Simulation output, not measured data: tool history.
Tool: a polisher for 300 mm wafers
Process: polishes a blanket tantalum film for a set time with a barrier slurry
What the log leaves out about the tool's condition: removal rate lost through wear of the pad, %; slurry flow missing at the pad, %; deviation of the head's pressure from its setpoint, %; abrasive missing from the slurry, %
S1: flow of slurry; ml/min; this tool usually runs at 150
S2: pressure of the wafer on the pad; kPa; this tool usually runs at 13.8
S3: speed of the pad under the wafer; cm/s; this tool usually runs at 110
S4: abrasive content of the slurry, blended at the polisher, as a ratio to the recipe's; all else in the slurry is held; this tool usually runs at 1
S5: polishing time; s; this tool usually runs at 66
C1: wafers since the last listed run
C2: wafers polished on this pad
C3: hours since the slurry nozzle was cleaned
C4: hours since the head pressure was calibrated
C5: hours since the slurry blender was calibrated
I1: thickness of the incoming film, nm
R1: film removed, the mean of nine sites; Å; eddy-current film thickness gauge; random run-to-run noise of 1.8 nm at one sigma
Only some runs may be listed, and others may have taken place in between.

run   hour   S1    S2   S3   S4  S5   C1   C2     C3     C4     C5     I1    R1
  1      0  165  13.8  110    1  66    0  753    705  444.5   95.3  350.3  1371
      10.7  -- worn pad replaced by a new one
  2     17  165  13.8  110    1  66  148   71    722  461.5  112.3  343.7  1332
  3     30  150  13.8  110    1  66  148  220    735  474.5  125.3  353.5  1297
  4   45.4  150  13.8  110    1  58  175  395  750.4  489.9  140.7  349.9  1154
  5   56.5  150  13.8  110    1  58  126  522  761.5    501  151.8  350.4  1153
  6   73.8  150  13.8  110    1  58  197  719  778.8  518.3  169.1  349.6  1177
      83.3  -- slurry blender recalibrated
        86  -- head pressure recalibrated
  7   91.3  150  13.8  110    1  66  154  873  796.3    5.3      8  352.6  1382
     100.4  -- worn pad replaced by a new one
  8  105.1  150  13.8  124    1  66  111   53  810.1   19.1   21.8  346.6  1548
  9  116.1  110  17.2  110    1  66  125  178  821.1   30.1   32.8  351.7  1445
 10  132.9  180  13.8  110  1.1  75  191  370  837.9   46.9   49.6  348.4  1614
     138.6  -- slurry nozzle cleaned
 11    141  150    11  132    1  66   81  451    2.4     55   57.7  349.2  1441
 12  151.1  150  13.8  110    1  66  115  566   12.5   65.1   67.8  352.5  1346
 13  164.1  190  13.8  110    1  66  148  715   25.5   78.1   80.8  354.9  1390
 14  178.8  150  13.8  110  1.1  66  167  883   40.2   92.8   95.5  353.9  1352

Give the tool's hidden conditions for every run:
removal rate lost through wear of the pad, %: 0, the same for each run
slurry flow missing at the pad, %: 0, the same for each run
deviation of the head's pressure from its setpoint, %: 0, the same for each run
H1: abrasive missing from the slurry, %
run    H1
  1  18.1
  2  19.1
  3  19.6
  4  20.1
  5  20.4
  6  20.7
  7  4.36
  8   8.5
  9  11.1
 10  14.2
 11  15.3
 12  16.6
 13  17.8
 14    19

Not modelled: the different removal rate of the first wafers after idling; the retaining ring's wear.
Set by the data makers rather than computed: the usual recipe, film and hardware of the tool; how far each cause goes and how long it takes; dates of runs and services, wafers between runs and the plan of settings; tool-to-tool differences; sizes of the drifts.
